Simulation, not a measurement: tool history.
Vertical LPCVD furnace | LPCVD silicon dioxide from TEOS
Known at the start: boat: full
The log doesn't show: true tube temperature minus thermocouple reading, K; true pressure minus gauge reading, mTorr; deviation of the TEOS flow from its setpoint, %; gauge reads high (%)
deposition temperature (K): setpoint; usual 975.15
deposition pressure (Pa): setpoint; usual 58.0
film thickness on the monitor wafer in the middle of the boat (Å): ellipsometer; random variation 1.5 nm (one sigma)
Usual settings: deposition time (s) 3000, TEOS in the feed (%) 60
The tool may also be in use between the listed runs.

run,hour,deposition temperature (K),deposition pressure (Pa),deposition time (s),TEOS in the feed (%),wafers since the last listed run,hours since the last temperature calibration,hours since the pressure gauge was zeroed,hours since the TEOS flow controller was replaced,hours since the gauge calibration,"read-back reference wafer on the same gauge, thickness",film thickness on the monitor wafer in the middle of the boat (Å)
1,0.0,975.15,58.0,3000,60,0,964.1,1205.2,4739.3,2500.9,501.12,4819.5
2,57.9,975.15,58.0,3000,60,1021,1022.0,1263.1,4797.2,2558.8,501.73,4835.7
# hour 84.1: TEOS flow controller replaced
3,128.2,975.15,68.0,3420,60,816,1092.3,1333.4,44.1,2629.1,502.08,5952.3
4,175.7,975.15,68.0,3420,60,837,1139.8,1380.9,91.6,2676.6,502.43,5978.5
# hour 181.8: gauge calibrated
5,268.4,975.15,68.0,3420,60,1634,1232.5,1473.6,184.3,86.6,490.85,5845.2
6,338.4,975.15,58.0,3000,60,1234,1302.5,1543.6,254.3,156.6,490.33,4730.8
# hour 386.2: pressure gauge zeroed
7,409.3,975.15,58.0,3000,55,827,1373.4,23.1,325.2,227.5,490.64,4530.9
8,471.1,975.15,58.0,3000,55,1089,1435.2,84.9,387.0,289.3,490.96,4523.4
9,565.1,975.15,50.0,3510,60,1657,1529.2,178.9,481.0,383.3,490.99,5136.8
10,606.3,975.15,58.0,3000,51,726,1570.4,220.1,522.2,424.5,491.22,4360.5
11,723.9,971.15,58.0,3000,65,2073,1688.0,337.7,639.8,542.1,491.23,4462.9
12,796.7,975.15,58.0,3000,55,1283,1760.8,410.5,712.6,614.9,491.30,4513.0
13,896.3,975.15,58.0,3000,60,1756,1860.4,510.1,812.2,714.5,491.43,4727.6
14,999.5,963.15,58.0,3000,63,1819,1963.6,613.3,915.4,817.7,492.30,3662.2
# hour 1027.5: thermocouples replaced and temperature profile calibrated
15,1069.9,975.15,58.0,4020,60,818,42.4,683.7,985.8,888.1,491.69,6347.9
16,1113.9,975.15,44.0,2250,60,775,86.4,727.7,1029.8,932.1,492.03,3110.2
17,1219.8,975.15,68.0,3420,60,1867,192.3,833.6,1135.7,1038.0,492.55,5877.2
18,1306.9,983.15,58.0,3720,70,1535,279.4,920.7,1222.8,1125.1,492.68,7647.7
19,1366.9,975.15,58.0,3000,60,1058,339.4,980.7,1282.8,1185.1,492.43,4771.6
20,1433.6,971.15,58.0,3750,60,1176,406.1,1047.4,1349.5,1251.8,493.00,5390.2
21,1495.9,981.15,72.0,3000,60,1098,468.4,1109.7,1411.8,1314.1,493.54,6076.3
22,1770.8,975.15,58.0,3000,60,4847,743.3,1384.6,1686.7,1589.0,494.82,4771.3
23,1836.8,981.15,58.0,2400,66,1163,809.3,1450.6,1752.7,1655.0,494.72,4595.4
24,1902.3,975.15,58.0,3000,60,1155,874.8,1516.1,1818.2,1720.5,494.97,4779.6
25,1969.5,975.15,58.0,3000,60,1185,942.0,1583.3,1885.4,1787.7,495.92,4781.0
# hour 2032.3: pressure gauge zeroed
26,2032.8,981.15,45.3,3600,54,693,1005.3,0.5,1948.7,1851.0,495.88,5527.4
27,2102.4,975.15,53.3,3690,60,1227,1074.9,70.1,2018.3,1920.6,495.86,5639.3
28,2185.7,975.15,58.0,3000,60,1468,1158.2,153.4,2101.6,2003.9,496.96,4769.2
29,2248.0,975.15,58.0,3000,60,1098,1220.5,215.7,2163.9,2066.2,496.68,4808.7
# hour 2260.8: gauge calibrated
30,2287.4,963.15,58.0,3000,63,694,1259.9,255.1,2203.3,26.6,490.10,3648.0
31,2357.5,979.15,50.0,3000,60,1236,1330.0,325.2,2273.4,96.7,490.44,4834.4

Forecast each of these 4 alternatives for the next run:
A,2362.6,975.15,58.0,3000,60,89,1335.1,330.3,2278.5,101.8,?,?
B,2362.6,975.15,64.7,3000,70,89,1335.1,330.3,2278.5,101.8,?,?
C,2362.6,975.15,58.0,1800,60,89,1335.1,330.3,2278.5,101.8,?,?
D,2362.6,966.15,58.0,3000,60,89,1335.1,330.3,2278.5,101.8,?,?

run,"read-back reference wafer on the same gauge, thickness",film thickness on the monitor wafer in the middle of the boat (Å)
A,490.68,4721.5
B,490.68,5384.9
C,490.68,2832.9
D,490.68,3825.5
Without the tool's hidden state the same runs would have given:
run,film thickness on the monitor wafer in the middle of the boat (Å)
A,4725.6
B,5389.6
C,2835.4
D,3828.9
